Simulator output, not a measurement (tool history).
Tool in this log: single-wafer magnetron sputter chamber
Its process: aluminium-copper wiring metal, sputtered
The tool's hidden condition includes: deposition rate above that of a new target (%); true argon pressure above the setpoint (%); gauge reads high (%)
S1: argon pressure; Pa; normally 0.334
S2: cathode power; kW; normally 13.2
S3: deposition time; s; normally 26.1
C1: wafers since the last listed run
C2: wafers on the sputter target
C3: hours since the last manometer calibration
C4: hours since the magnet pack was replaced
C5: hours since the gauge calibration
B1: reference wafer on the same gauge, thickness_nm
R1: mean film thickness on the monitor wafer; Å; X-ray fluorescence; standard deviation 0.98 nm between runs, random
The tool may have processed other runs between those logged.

Run 1, day 0: usual settings but S2 12.25 kW; C1 0; C2 2094; C3 1250.8; C4 10111.4; C5 141.4; B1 664.202. Result: R1 6124.2 Å.
Run 2, day 0.267: usual settings; C1 228; C2 2323; C3 1257.2; C4 10117.8; C5 147.8; B1 664.182. Result: R1 6609.29 Å.
Run 3, day 0.8: usual settings but S3 24.1 s; C1 457; C2 2780; C3 1270; C4 10130.6; C5 160.6; B1 663.94. Result: R1 6064.05 Å.
Run 4, day 1.458: usual settings but S3 24.1 s; C1 564; C2 3345; C3 1285.8; C4 10146.4; C5 176.4; B1 664.14. Result: R1 6012.21 Å.
Run 5, day 1.946: usual settings but S3 24.1 s; C1 418; C2 3763; C3 1297.5; C4 10158.1; C5 188.1; B1 663.964. Result: R1 6002.84 Å.
At day 2.525: sputter target and shields replaced.
Run 6, day 2.546: usual settings; C1 228; C2 17; C3 1311.9; C4 10172.5; C5 202.5; B1 663.939. Result: R1 6655.29 Å.
Run 7, day 3.183: usual settings; C1 546; C2 564; C3 1327.2; C4 10187.8; C5 217.8; B1 663.902. Result: R1 6637.14 Å.
Run 8, day 3.6: usual settings; C1 357; C2 922; C3 1337.2; C4 10197.8; C5 227.8; B1 664.033. Result: R1 6640 Å.
Run 9, day 4: usual settings; C1 343; C2 1265; C3 1346.8; C4 10207.4; C5 237.4; B1 664.037. Result: R1 6617.18 Å.
At day 4.392: magnet pack replaced.
Run 10, day 4.429: usual settings but S2 14.15 kW; C1 82; C2 1347; C3 1357.1; C4 0.9; C5 247.7; B1 663.942. Result: R1 7102.73 Å.
Run 11, day 4.958: usual settings but S2 14.15 kW; C1 453; C2 1801; C3 1369.8; C4 13.6; C5 260.4; B1 663.959. Result: R1 7067.51 Å.
Run 12, day 5.542: usual settings but S2 14.15 kW; C1 500; C2 2301; C3 1383.8; C4 27.6; C5 274.4; B1 663.996. Result: R1 7043.98 Å.
Run 13, day 5.962: usual settings but S3 23.7 s; C1 361; C2 2662; C3 1393.9; C4 37.7; C5 284.5; B1 663.954. Result: R1 5950.14 Å.
At day 6.375: sputter target and shields replaced.
Run 14, day 6.396: usual settings but S3 23.7 s; C1 85; C2 16; C3 1404.3; C4 48.1; C5 294.9; B1 664.011. Result: R1 6030.28 Å.
Run 15, day 7.033: usual settings but S3 23.7 s; C1 546; C2 563; C3 1419.6; C4 63.4; C5 310.2; B1 663.933. Result: R1 6043.16 Å.
Run 16, day 8.042: usual settings; C1 864; C2 1428; C3 1443.8; C4 87.6; C5 334.4; B1 664. Result: R1 6656.14 Å.
Run 17, day 8.35: usual settings but S2 14.1 kW; C1 264; C2 1692; C3 1451.2; C4 95; C5 341.8; B1 664.089. Result: R1 7087.66 Å.
Run 18, day 8.621: usual settings but S1 0.372 Pa; C1 232; C2 1925; C3 1457.7; C4 101.5; C5 348.3; B1 664.036. Result: R1 6522.6 Å.
Run 19, day 9.108: usual settings; C1 418; C2 2343; C3 1469.4; C4 113.2; C5 360; B1 663.798. Result: R1 6605.95 Å.
Run 20, day 9.729: usual settings but S2 14.95 kW, S3 27.8 s; C1 532; C2 2876; C3 1484.3; C4 128.1; C5 374.9; B1 664.2. Result: R1 7915.73 Å.

What will run 21 give?
At day 9.858: gauge calibrated.
At day 10.483: sputter target and shields replaced.
Run 21, day 10.504: usual settings but S1 0.458 Pa, S2 15.75 kW, S3 30.5 s; C1 378; C2 19; C3 1502.9; C4 146.7; C5 15.5; B1 ?. Result: R1 ?.

Run 21 measured B1 664.151, R1 8883.9 Å.
If the tool had no hidden condition, the same run with the same run-to-run variation would have returned R1 8686.31 Å.

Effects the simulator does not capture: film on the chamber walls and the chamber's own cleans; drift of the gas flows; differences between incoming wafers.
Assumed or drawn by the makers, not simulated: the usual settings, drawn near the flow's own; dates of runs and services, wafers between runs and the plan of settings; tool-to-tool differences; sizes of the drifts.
